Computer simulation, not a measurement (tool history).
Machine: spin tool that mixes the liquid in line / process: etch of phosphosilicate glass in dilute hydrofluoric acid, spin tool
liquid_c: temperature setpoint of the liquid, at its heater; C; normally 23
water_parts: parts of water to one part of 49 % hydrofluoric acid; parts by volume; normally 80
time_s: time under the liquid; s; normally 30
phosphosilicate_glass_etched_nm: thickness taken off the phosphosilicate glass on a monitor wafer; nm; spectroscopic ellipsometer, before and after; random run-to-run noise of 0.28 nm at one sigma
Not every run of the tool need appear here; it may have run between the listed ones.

run   hour  liquid_c  water_parts  time_s  read-back film thickness of the phosphosilicate glass reference wafer, read on the same gauge (nm)  phosphosilicate_glass_etched_nm
  1      0      21.5           80      30                                                                                              149.95                            42.95
  2    6.2      21.5           80      30                                                                                              149.99                            42.75
  3   15.5        23           80      30                                                                                              149.99                            45.57
  4   22.4        23           80      30                                                                                              149.99                            45.43
  5   29.9        23           80      30                                                                                              150.01                            45.24
  6   36.1        23           80      20                                                                                              149.99                            30.39
  7   42.4        23           80      20                                                                                              150.01                            30.22
  8   52.4        19           80      30                                                                                                 150                            38.59
      55.3  -- thermometer replaced
  9   58.6      21.5           80      25                                                                                                 150                            35.44
 10   64.6      21.5           80      30                                                                                              149.99                            42.86
 11   76.3      20.5           70      15                                                                                              150.02                            23.57
 12   82.7        21           65      50                                                                                                 150                            86.48
 13   92.7        19           80      40                                                                                              150.06                             51.4
      93.8  -- hydrofluoric acid flow meter replaced
 14  100.9      18.5           95      40                                                                                              150.02                            37.41
     104.8  -- gauge calibrated
 15  115.7      19.5           80      20                                                                                              149.98                            23.62
     117.8  -- hydrofluoric acid flow meter replaced, repeated, since the last time left the tool worse
 16    123        18           80      30                                                                                              149.98                            39.73
 17  136.6        25           80      30                                                                                              149.98                            52.92

Some steps in phosphosilicate_glass_etched_nm between neighbouring runs. How much of each would the tool show without its hidden state too (settings, what came in, random variation), and how much is left for the hidden state, with any gauge scatter that isn't in both results?
The hidden state here: liquid hotter than its thermometer reads (K); hydrofluoric acid flow below the setpoint (%); gauge reads high (%).
Run 11 -> 12: liquid_c 20.5 -> 21, water_parts 70 -> 65, time_s 15 -> 50. phosphosilicate_glass_etched_nm +62.91 nm: hidden state -5.63, all else +68.54.

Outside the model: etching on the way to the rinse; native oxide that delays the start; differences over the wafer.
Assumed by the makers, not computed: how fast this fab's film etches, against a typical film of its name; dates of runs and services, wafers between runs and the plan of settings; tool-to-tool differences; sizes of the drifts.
